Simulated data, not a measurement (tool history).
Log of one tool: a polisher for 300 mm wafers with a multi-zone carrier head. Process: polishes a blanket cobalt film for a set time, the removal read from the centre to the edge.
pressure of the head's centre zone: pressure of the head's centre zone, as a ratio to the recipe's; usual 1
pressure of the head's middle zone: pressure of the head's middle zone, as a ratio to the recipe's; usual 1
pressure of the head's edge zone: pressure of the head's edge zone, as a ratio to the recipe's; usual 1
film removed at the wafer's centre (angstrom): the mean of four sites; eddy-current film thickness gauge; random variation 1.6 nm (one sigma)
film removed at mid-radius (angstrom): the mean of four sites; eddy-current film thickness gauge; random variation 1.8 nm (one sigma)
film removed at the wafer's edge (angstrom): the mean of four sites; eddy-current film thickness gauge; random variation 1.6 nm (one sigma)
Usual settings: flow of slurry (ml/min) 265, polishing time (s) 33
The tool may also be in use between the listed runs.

| run | hour | flow of slurry (ml/min) | pressure of the head's centre zone | pressure of the head's middle zone | pressure of the head's edge zone | polishing time (s) | wafers since the last listed run | wafers polished on this pad | hours since the slurry nozzle was cleaned | hours since the centre zone pressure was calibrated | hours since the edge zone pressure was calibrated | hours since the carrier head's membrane was replaced | incoming thickness of the incoming film, nm | film removed at the wafer's centre (angstrom) | film removed at mid-radius (angstrom) | film removed at the wafer's edge (angstrom) |
|---|---|---|---|---|---|---|---|---|---|---|---|---|---|---|---|---|
| 1 | 0 | 265 | 1.09 | 1 | 0.93 | 33 | 0 | 3668 | 540.4 | 561.3 | 685 | 669.6 | 1582.7 | 1472 | 1400 | 1383 |
| 2 | 87 | 265 | 0.92 | 1 | 1 | 33 | 599 | 4267 | 627.4 | 648.3 | 772 | 756.6 | 1549.3 | 1306 | 1375 | 1405 |
| 3 | 175.8 | 345 | 1 | 1 | 1 | 39 | 612 | 4880 | 716.2 | 737.1 | 860.8 | 845.4 | 1573.2 | 1672 | 1632 | 1670 |
|  | 192.5 | slurry nozzle cleaned |
| 4 | 281.3 | 265 | 1.09 | 1 | 0.93 | 33 | 720 | 5600 | 88.8 | 842.6 | 966.3 | 950.9 | 1585.1 | 1404 | 1310 | 1294 |
|  | 285.7 | worn pad replaced by a new one |
| 5 | 492.9 | 265 | 1 | 1 | 0.95 | 40 | 1431 | 1428 | 300.4 | 1054.2 | 1177.9 | 1162.5 | 1573.9 | 1831 | 1833 | 1793 |
|  | 577.3 | carrier head's membrane replaced by a new one |
| 6 | 577.8 | 265 | 1 | 1 | 1 | 39 | 550 | 1979 | 385.3 | 1139.1 | 1262.8 | 0.5 | 1589 | 1747 | 1749 | 1786 |
|  | 628.2 | centre zone pressure recalibrated |
| 7 | 645.2 | 265 | 1 | 1 | 1 | 33 | 450 | 2430 | 452.7 | 17 | 1330.2 | 67.9 | 1581.3 | 1481 | 1451 | 1472 |
| 8 | 735.5 | 265 | 1 | 1 | 1 | 33 | 622 | 3052 | 543 | 107.3 | 1420.5 | 158.2 | 1598.4 | 1436 | 1451 | 1460 |
| 9 | 788.6 | 265 | 1.07 | 1.04 | 1 | 33 | 366 | 3419 | 596.1 | 160.4 | 1473.6 | 211.3 | 1602.2 | 1494 | 1473 | 1432 |
|  | 798 | edge zone pressure recalibrated |
|  | 845.8 | slurry nozzle cleaned |
| 10 | 875.8 | 265 | 1 | 1 | 1 | 33 | 580 | 3999 | 30 | 247.6 | 77.8 | 298.5 | 1571 | 1405 | 1395 | 1445 |
|  | 917 | worn pad replaced by a new one |
| 11 | 962.4 | 235 | 0.89 | 1 | 0.88 | 33 | 569 | 312 | 116.6 | 334.2 | 164.4 | 385.1 | 1595.3 | 1446 | 1537 | 1474 |
| 12 | 1041.7 | 265 | 1 | 1 | 1.12 | 33 | 546 | 859 | 195.9 | 413.5 | 243.7 | 464.4 | 1607.1 | 1569 | 1533 | 1651 |
| 13 | 1113 | 265 | 1.12 | 0.94 | 1 | 33 | 491 | 1351 | 267.2 | 484.8 | 315 | 535.7 | 1571.6 | 1660 | 1406 | 1537 |
| 14 | 1211.3 | 220 | 1 | 1.04 | 0.96 | 27 | 677 | 2028 | 365.5 | 583.1 | 413.3 | 634 | 1557.2 | 1207 | 1220 | 1196 |
| 15 | 1282.8 | 295 | 1 | 0.9 | 1 | 33 | 492 | 2521 | 437 | 654.6 | 484.8 | 705.5 | 1577.7 | 1516 | 1346 | 1498 |
| 16 | 1324.6 | 265 | 0.91 | 1 | 1 | 44 | 288 | 2810 | 478.8 | 696.4 | 526.6 | 747.3 | 1585.1 | 1860 | 1959 | 1988 |
| 17 | 1470.2 | 265 | 1 | 1.05 | 1.11 | 33 | 1003 | 3814 | 624.4 | 842 | 672.2 | 892.9 | 1591.4 | 1437 | 1479 | 1516 |
| 18 | 1529.9 | 265 | 0.9 | 0.89 | 0.89 | 33 | 411 | 4225 | 684.1 | 901.7 | 731.9 | 952.6 | 1590.6 | 1331 | 1272 | 1370 |
|  | 1577 | slurry nozzle cleaned |
| 19 | 1596.2 | 265 | 0.88 | 1 | 1.06 | 33 | 450 | 4675 | 19.2 | 968 | 798.2 | 1018.9 | 1576.8 | 1306 | 1389 | 1433 |
| 20 | 1669.1 | 265 | 1 | 1 | 1 | 33 | 502 | 5178 | 92.1 | 1040.9 | 871.1 | 1091.8 | 1581 | 1387 | 1365 | 1389 |
|  | 1675.7 | worn pad replaced by a new one |
| 21 | 1756.5 | 330 | 1 | 1.05 | 0.94 | 42 | 575 | 556 | 179.5 | 1128.3 | 958.5 | 1179.2 | 1596.8 | 2021 | 2087 | 1937 |

5 ways to go on from here, each from the tool as it stands after run 21. What would each give?
| A | 1756.9 | 265 | 1 | 1 | 1 | 38 | 2 | 559 | 179.9 | 1128.7 | 958.9 | 1179.6 | 1574.1 | ? | ? | ? |
| B | 1756.9 | 305 | 0.94 | 1 | 1.05 | 40 | 2 | 559 | 179.9 | 1128.7 | 958.9 | 1179.6 | 1574.1 | ? | ? | ? |
| C | 1756.9 | 295 | 1.1 | 1 | 1.07 | 27 | 2 | 559 | 179.9 | 1128.7 | 958.9 | 1179.6 | 1574.1 | ? | ? | ? |
| D | 1756.9 | 265 | 1.06 | 1.04 | 0.93 | 33 | 2 | 559 | 179.9 | 1128.7 | 958.9 | 1179.6 | 1574.1 | ? | ? | ? |
| E | 1756.9 | 265 | 0.9 | 1 | 1 | 27 | 2 | 559 | 179.9 | 1128.7 | 958.9 | 1179.6 | 1574.1 | ? | ? | ? |

| run | film removed at the wafer's centre (angstrom) | film removed at mid-radius (angstrom) | film removed at the wafer's edge (angstrom) |
|---|---|---|---|
| A | 1779 | 1746 | 1791 |
| B | 1842 | 1866 | 1952 |
| C | 1351 | 1255 | 1326 |
| D | 1596 | 1568 | 1504 |
| E | 1195 | 1241 | 1273 |
Without the tool's hidden state the same runs would have given:
| run | film removed at the wafer's centre (angstrom) | film removed at mid-radius (angstrom) | film removed at the wafer's edge (angstrom) |
|---|---|---|---|
| A | 1831 | 1797 | 1844 |
| B | 1895 | 1921 | 2009 |
| C | 1390 | 1292 | 1365 |
| D | 1643 | 1614 | 1547 |
| E | 1230 | 1277 | 1310 |
